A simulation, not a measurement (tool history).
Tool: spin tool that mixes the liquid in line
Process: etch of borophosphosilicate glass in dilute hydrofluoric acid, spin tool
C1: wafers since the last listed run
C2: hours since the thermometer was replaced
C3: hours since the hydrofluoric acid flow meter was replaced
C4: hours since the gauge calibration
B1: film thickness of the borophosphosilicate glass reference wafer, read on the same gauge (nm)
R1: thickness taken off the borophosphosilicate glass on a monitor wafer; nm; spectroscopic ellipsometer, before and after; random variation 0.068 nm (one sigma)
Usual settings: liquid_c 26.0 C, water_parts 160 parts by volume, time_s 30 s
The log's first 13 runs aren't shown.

{"run": 14, "hour": 362.8, "liquid_c": 26.0, "water_parts": 140, "time_s": 30, "C1": 332, "C2": 1522.7, "C3": 103.2, "C4": 582.3, "B1": 49.98, "R1": 15.18}
{"run": 15, "hour": 377.6, "liquid_c": 26.0, "water_parts": 140, "time_s": 30, "C1": 143, "C2": 1537.5, "C3": 118.0, "C4": 597.1, "B1": 49.97, "R1": 15.29}
{"run": 16, "hour": 396.7, "liquid_c": 26.0, "water_parts": 95, "time_s": 30, "C1": 184, "C2": 1556.6, "C3": 137.1, "C4": 616.2, "B1": 50.01, "R1": 23.53}
{"run": 17, "hour": 425.2, "liquid_c": 26.0, "water_parts": 105, "time_s": 15, "C1": 275, "C2": 1585.1, "C3": 165.6, "C4": 644.7, "B1": 50.01, "R1": 10.61}
{"run": 18, "hour": 454.4, "liquid_c": 26.0, "water_parts": 160, "time_s": 20, "C1": 282, "C2": 1614.3, "C3": 194.8, "C4": 673.9, "B1": 50.05, "R1": 8.67}
{"hour": 459.4, "done": "thermometer replaced"}
{"run": 19, "hour": 476.4, "liquid_c": 26.0, "water_parts": 230, "time_s": 30, "C1": 202, "C2": 17.0, "C3": 216.8, "C4": 695.9, "B1": 49.98, "R1": 8.36}
{"hour": 480.8, "done": "gauge calibrated"}
{"run": 20, "hour": 491.1, "liquid_c": 26.0, "water_parts": 160, "time_s": 30, "C1": 142, "C2": 31.7, "C3": 231.5, "C4": 10.3, "B1": 49.99, "R1": 12.91}
{"run": 21, "hour": 506.2, "liquid_c": 29.5, "water_parts": 135, "time_s": 40, "C1": 145, "C2": 46.8, "C3": 246.6, "C4": 25.4, "B1": 50.03, "R1": 23.89}
{"run": 22, "hour": 533.2, "liquid_c": 26.0, "water_parts": 110, "time_s": 15, "C1": 260, "C2": 73.8, "C3": 273.6, "C4": 52.4, "B1": 49.99, "R1": 10.02}
{"run": 23, "hour": 558.5, "liquid_c": 26.0, "water_parts": 160, "time_s": 30, "C1": 244, "C2": 99.1, "C3": 298.9, "C4": 77.7, "B1": 49.99, "R1": 13.16}
{"run": 24, "hour": 586.6, "liquid_c": 22.0, "water_parts": 85, "time_s": 30, "C1": 271, "C2": 127.2, "C3": 327.0, "C4": 105.8, "B1": 49.97, "R1": 22.95}
{"run": 25, "hour": 615.0, "liquid_c": 26.0, "water_parts": 185, "time_s": 25, "C1": 274, "C2": 155.6, "C3": 355.4, "C4": 134.2, "B1": 50.01, "R1": 9.04}
{"run": 26, "hour": 633.3, "liquid_c": 26.0, "water_parts": 160, "time_s": 30, "C1": 176, "C2": 173.9, "C3": 373.7, "C4": 152.5, "B1": 50.0, "R1": 13.11}
{"run": 27, "hour": 668.5, "liquid_c": 24.5, "water_parts": 110, "time_s": 15, "C1": 340, "C2": 209.1, "C3": 408.9, "C4": 187.7, "B1": 50.02, "R1": 9.45}
{"run": 28, "hour": 696.8, "liquid_c": 24.0, "water_parts": 100, "time_s": 35, "C1": 273, "C2": 237.4, "C3": 437.2, "C4": 216.0, "B1": 49.96, "R1": 24.23}
{"run": 29, "hour": 730.8, "liquid_c": 30.0, "water_parts": 225, "time_s": 20, "C1": 328, "C2": 271.4, "C3": 471.2, "C4": 250.0, "B1": 49.98, "R1": 6.54}
{"run": 30, "hour": 765.6, "liquid_c": 26.0, "water_parts": 135, "time_s": 15, "C1": 336, "C2": 306.2, "C3": 506.0, "C4": 284.8, "B1": 50.03, "R1": 7.89}
{"run": 31, "hour": 787.1, "liquid_c": 26.0, "water_parts": 160, "time_s": 30, "C1": 207, "C2": 327.7, "C3": 527.5, "C4": 306.3, "B1": 50.0, "R1": 12.91}

4 ways to go on from here, each from the tool as it stands after run 31. What would each give?
{"run": "A", "hour": 787.5, "liquid_c": 26.0, "water_parts": 160, "time_s": 45, "C1": 3, "C2": 328.1, "C3": 527.9, "C4": 306.7, "B1": "?", "R1": "?"}
{"run": "B", "hour": 787.5, "liquid_c": 26.0, "water_parts": 225, "time_s": 20, "C1": 3, "C2": 328.1, "C3": 527.9, "C4": 306.7, "B1": "?", "R1": "?"}
{"run": "C", "hour": 787.5, "liquid_c": 26.0, "water_parts": 130, "time_s": 30, "C1": 3, "C2": 328.1, "C3": 527.9, "C4": 306.7, "B1": "?", "R1": "?"}
{"run": "D", "hour": 787.5, "liquid_c": 21.5, "water_parts": 235, "time_s": 20, "C1": 3, "C2": 328.1, "C3": 527.9, "C4": 306.7, "B1": "?", "R1": "?"}

run=A B1=50.02 R1=19.29
run=B B1=50.02 R1=5.66
run=C B1=50.02 R1=16.41
run=D B1=50.02 R1=4.56
Without the tool's hidden state the same runs would have given:
run=A R1=19.29
run=B R1=5.66
run=C R1=16.41
run=D R1=4.56
